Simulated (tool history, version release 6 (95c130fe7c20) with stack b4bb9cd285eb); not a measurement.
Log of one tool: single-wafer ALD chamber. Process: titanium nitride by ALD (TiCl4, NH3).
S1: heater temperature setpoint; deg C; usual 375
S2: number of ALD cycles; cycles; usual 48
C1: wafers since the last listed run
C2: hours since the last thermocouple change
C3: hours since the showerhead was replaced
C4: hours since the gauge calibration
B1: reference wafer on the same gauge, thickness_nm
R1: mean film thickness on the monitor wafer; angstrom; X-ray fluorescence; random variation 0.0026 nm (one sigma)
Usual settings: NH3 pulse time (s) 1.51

Run 1, hour 0.0: usual settings; C1 0; C2 1066.1; C3 2003.4; C4 500.9; B1 1.029. Result: R1 10.25 angstrom.
Run 2, hour 43.2: usual settings; C1 213; C2 1109.3; C3 2046.6; C4 544.1; B1 1.030. Result: R1 10.25 angstrom.
Run 3, hour 93.6: usual settings; C1 249; C2 1159.7; C3 2097.0; C4 594.5; B1 1.030. Result: R1 10.26 angstrom.
Run 4, hour 196.4: usual settings but S2 41 cycles; C1 509; C2 1262.5; C3 2199.8; C4 697.3; B1 1.029. Result: R1 8.76 angstrom.
Run 5, hour 285.6: usual settings; C1 441; C2 1351.7; C3 2289.0; C4 786.5; B1 1.030. Result: R1 10.29 angstrom.
Run 6, hour 340.2: usual settings; C1 270; C2 1406.3; C3 2343.6; C4 841.1; B1 1.030. Result: R1 10.20 angstrom.
Run 7, hour 552.8: usual settings; C1 1053; C2 1618.9; C3 2556.2; C4 1053.7; B1 1.029. Result: R1 10.23 angstrom.
Run 8, hour 644.5: usual settings; C1 454; C2 1710.6; C3 2647.9; C4 1145.4; B1 1.030. Result: R1 10.18 angstrom.
Run 9, hour 726.1: usual settings but NH3 pulse time (s) 1.78; C1 404; C2 1792.2; C3 2729.5; C4 1227.0; B1 1.031. Result: R1 10.34 angstrom.
Run 10, hour 821.6: usual settings; C1 473; C2 1887.7; C3 2825.0; C4 1322.5; B1 1.031. Result: R1 10.21 angstrom.
Run 11, hour 926.2: usual settings; C1 518; C2 1992.3; C3 2929.6; C4 1427.1; B1 1.030. Result: R1 10.14 angstrom.
At hour 957.9: thermocouple changed; heater temperature recalibrated.
Run 12, hour 1185.5: usual settings; C1 1244; C2 227.6; C3 3188.9; C4 1686.4; B1 1.029. Result: R1 10.29 angstrom.
Run 13, hour 1228.7: usual settings but S1 361 deg C; C1 213; C2 270.8; C3 3232.1; C4 1729.6; B1 1.030. Result: R1 9.93 angstrom.
At hour 1266.2: showerhead replaced.
Run 14, hour 1282.5: usual settings but S1 384 deg C, S2 43 cycles; C1 226; C2 324.6; C3 16.3; C4 1783.4; B1 1.030. Result: R1 9.33 angstrom.
At hour 1314.1: gauge calibrated.
Run 15, hour 1334.0: usual settings but S1 386 deg C; C1 255; C2 376.1; C3 67.8; C4 19.9; B1 1.031. Result: R1 10.45 angstrom.
Run 16, hour 1439.5: usual settings but NH3 pulse time (s) 2.05; C1 522; C2 481.6; C3 173.3; C4 125.4; B1 1.031. Result: R1 10.45 angstrom.
Run 17, hour 1543.7: usual settings but NH3 pulse time (s) 2.03; C1 516; C2 585.8; C3 277.5; C4 229.6; B1 1.029. Result: R1 10.44 angstrom.
Run 18, hour 1625.7: usual settings but S1 387 deg C, S2 39 cycles, NH3 pulse time (s) 1.22; C1 406; C2 667.8; C3 359.5; C4 311.6; B1 1.030. Result: R1 8.39 angstrom.
Run 19, hour 1728.3: usual settings but S1 382 deg C, S2 57 cycles, NH3 pulse time (s) 1.96; C1 508; C2 770.4; C3 462.1; C4 414.2; B1 1.029. Result: R1 12.51 angstrom.

3 ways to go on from here, each from the tool as it stands after run 19. What would each give?
Run A, hour 1728.8: usual settings; C1 2; C2 770.9; C3 462.6; C4 414.7; B1 ?. Result: R1 ?.
Run B, hour 1728.8: usual settings but S2 43 cycles, NH3 pulse time (s) 2.06; C1 2; C2 770.9; C3 462.6; C4 414.7; B1 ?. Result: R1 ?.
Run C, hour 1728.8: usual settings but S1 362 deg C; C1 2; C2 770.9; C3 462.6; C4 414.7; B1 ?. Result: R1 ?.

run     B1     R1
  A  1.030  10.30
  B  1.030   9.42
  C  1.030   9.97
Without the tool's hidden state the same runs would have given:
run     R1
  A  10.33
  B   9.44
  C  10.00
